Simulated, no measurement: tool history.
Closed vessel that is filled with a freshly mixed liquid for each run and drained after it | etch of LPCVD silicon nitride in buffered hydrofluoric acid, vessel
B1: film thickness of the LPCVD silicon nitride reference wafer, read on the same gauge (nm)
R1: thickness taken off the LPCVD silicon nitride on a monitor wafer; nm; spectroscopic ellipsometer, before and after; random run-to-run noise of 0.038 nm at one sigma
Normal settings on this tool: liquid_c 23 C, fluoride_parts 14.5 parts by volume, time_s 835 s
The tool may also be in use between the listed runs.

Run 1, hour 0: usual settings but time_s 455 s; B1 79.98. Result: R1 3.37 nm.
Run 2, hour 17.2: usual settings; B1 80. Result: R1 6.22 nm.
Run 3, hour 26.1: usual settings; B1 80.03. Result: R1 6.23 nm.
Run 4, hour 34.8: usual settings but fluoride_parts 10.5 parts by volume, time_s 1040 s; B1 80.03. Result: R1 10.53 nm.
Run 5, hour 42.1: usual settings but fluoride_parts 10.5 parts by volume, time_s 1040 s; B1 79.97. Result: R1 10.61 nm.
Run 6, hour 55.8: usual settings but fluoride_parts 19 parts by volume; B1 79.98. Result: R1 4.8 nm.
Run 7, hour 66.1: usual settings but fluoride_parts 19 parts by volume; B1 79.95. Result: R1 4.72 nm.
Run 8, hour 80.4: usual settings but fluoride_parts 19 parts by volume; B1 79.99. Result: R1 4.78 nm.
Run 9, hour 111.8: usual settings but liquid_c 20 C, fluoride_parts 18.5 parts by volume; B1 80. Result: R1 4.12 nm.
Run 10, hour 121.6: usual settings but time_s 580 s; B1 80. Result: R1 4.3 nm.
Run 11, hour 128.4: usual settings; B1 79.95. Result: R1 6.21 nm.
At hour 133.9: gauge calibrated.
Run 12, hour 138.6: usual settings but fluoride_parts 11 parts by volume; B1 79.96. Result: R1 8.09 nm.
Run 13, hour 150.7: usual settings but liquid_c 20.5 C, fluoride_parts 16.5 parts by volume, time_s 1060 s; B1 80.01. Result: R1 6.05 nm.
Run 14, hour 163.2: usual settings but fluoride_parts 10.5 parts by volume; B1 80.02. Result: R1 8.48 nm.
At hour 180.2: hydrofluoric acid flow meter replaced.
Run 15, hour 180.7: usual settings but liquid_c 25 C, time_s 1005 s; B1 79.96. Result: R1 8.24 nm.
At hour 195.2: thermometer replaced.
Run 16, hour 197.7: usual settings; B1 80.02. Result: R1 7.1 nm.
Run 17, hour 207: usual settings; B1 79.98. Result: R1 7.06 nm.
Run 18, hour 247.3: usual settings but liquid_c 20.5 C, fluoride_parts 17.5 parts by volume, time_s 700 s; B1 80.03. Result: R1 4.28 nm.
Run 19, hour 255.9: usual settings but fluoride_parts 18.5 parts by volume; B1 79.99. Result: R1 5.54 nm.
Run 20, hour 267.1: usual settings but fluoride_parts 11.5 parts by volume, time_s 415 s; B1 80.01. Result: R1 4.42 nm.
Run 21, hour 283.5: usual settings but liquid_c 27.5 C, time_s 370 s; B1 80.02. Result: R1 3.99 nm.

Run 22 has not been measured yet. What should we expect?
Run 22, hour 291.5: usual settings but liquid_c 24.5 C, fluoride_parts 9.5 parts by volume, time_s 960 s; B1 ?. Result: R1 ?.

{"run 22": {"B1": 80.02, "R1": 13.11}}
Without the tool's hidden state the same run would have given R1 13.23 nm.

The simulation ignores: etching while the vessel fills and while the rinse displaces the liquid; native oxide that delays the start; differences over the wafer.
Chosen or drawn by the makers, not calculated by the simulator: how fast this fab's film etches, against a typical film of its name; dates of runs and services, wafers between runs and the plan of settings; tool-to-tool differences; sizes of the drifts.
